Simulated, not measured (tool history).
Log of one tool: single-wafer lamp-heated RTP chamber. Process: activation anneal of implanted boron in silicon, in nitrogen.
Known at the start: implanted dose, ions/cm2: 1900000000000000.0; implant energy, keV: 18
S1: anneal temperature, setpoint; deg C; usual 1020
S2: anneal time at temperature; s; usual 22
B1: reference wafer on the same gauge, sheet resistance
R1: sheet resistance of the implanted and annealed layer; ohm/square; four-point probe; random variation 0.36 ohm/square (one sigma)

run 1 hour=0 | S1=1041 S2=16 | B1=68.67 | R1=63.34
-- hour=58.6 pyrometer window cleaned and pyrometer calibrated
-- hour=89.8 reflector plate cleaned
run 2 hour=96.2 | S1=1041 S2=16 | B1=68.72 | R1=63.32
run 3 hour=108.3 | S1=1020 S2=22 | B1=68.74 | R1=66.86
run 4 hour=121.3 | S1=1020 S2=22 | B1=68.65 | R1=66.21
run 5 hour=157 | S1=1020 S2=22 | B1=68.7 | R1=66.56
run 6 hour=184.6 | S1=1020 S2=22 | B1=68.72 | R1=65.91
run 7 hour=219.6 | S1=1020 S2=22 | B1=68.61 | R1=65.91
run 8 hour=234.2 | S1=1020 S2=22 | B1=68.67 | R1=65.98
run 9 hour=263.8 | S1=1020 S2=22 | B1=68.79 | R1=66.01
-- hour=265.2 gauge calibrated
run 10 hour=276.3 | S1=1020 S2=22 | B1=68.76 | R1=65.73
run 11 hour=308.6 | S1=1020 S2=22 | B1=68.65 | R1=65.71
run 12 hour=340.5 | S1=1020 S2=22 | B1=68.61 | R1=65.37
-- hour=355.6 reflector plate cleaned
run 13 hour=360.4 | S1=1020 S2=22 | B1=68.72 | R1=66.7
-- hour=369.9 pyrometer window cleaned and pyrometer calibrated
run 14 hour=396.1 | S1=1020 S2=22 | B1=68.67 | R1=66.63
run 15 hour=414 | S1=1020 S2=22 | B1=68.74 | R1=66.4
run 16 hour=433.6 | S1=1047 S2=22 | B1=68.69 | R1=62.29
run 17 hour=469.4 | S1=1020 S2=22 | B1=68.8 | R1=66.76
run 18 hour=502.7 | S1=1020 S2=29 | B1=68.67 | R1=65.33
run 19 hour=523.2 | S1=1020 S2=22 | B1=68.8 | R1=66.31
run 20 hour=538.4 | S1=1020 S2=22 | B1=68.72 | R1=65.96
run 21 hour=562.5 | S1=1030 S2=22 | B1=68.71 | R1=63.88
-- hour=585.6 reflector plate cleaned
run 22 hour=586.9 | S1=1020 S2=22 | B1=68.67 | R1=66.41
-- hour=653.6 pyrometer window cleaned and pyrometer calibrated
run 23 hour=677.6 | S1=1041 S2=16 | B1=68.73 | R1=63.17
run 24 hour=723.3 | S1=1029 S2=15 | B1=68.68 | R1=65.59
run 25 hour=750.6 | S1=991 S2=33 | B1=68.75 | R1=71.43
-- hour=750.7 gauge calibrated
run 26 hour=784.7 | S1=1020 S2=34 | B1=68.68 | R1=63.85
-- hour=813.3 reflector plate cleaned
run 27 hour=813.8 | S1=1048 S2=22 | B1=68.64 | R1=62.42
run 28 hour=837.2 | S1=1020 S2=22 | B1=68.67 | R1=66.58
run 29 hour=865.2 | S1=1004 S2=18 | B1=68.77 | R1=71.23
run 30 hour=879.8 | S1=1035 S2=22 | B1=68.69 | R1=64.18

3 ways to go on from here, each from the tool as it stands after run 30. What would each give?
run A hour=880.2 | S1=995 S2=22 | B1=? | R1=?
run B hour=880.2 | S1=1046 S2=14 | B1=? | R1=?
run C hour=880.2 | S1=1020 S2=35 | B1=? | R1=?

run=A B1=68.71 R1=73.55
run=B B1=68.71 R1=63.43
run=C B1=68.71 R1=65.5
Without the tool's hidden state the same runs would have given:
run=A R1=73.87
run=B R1=63.58
run=C R1=65.69
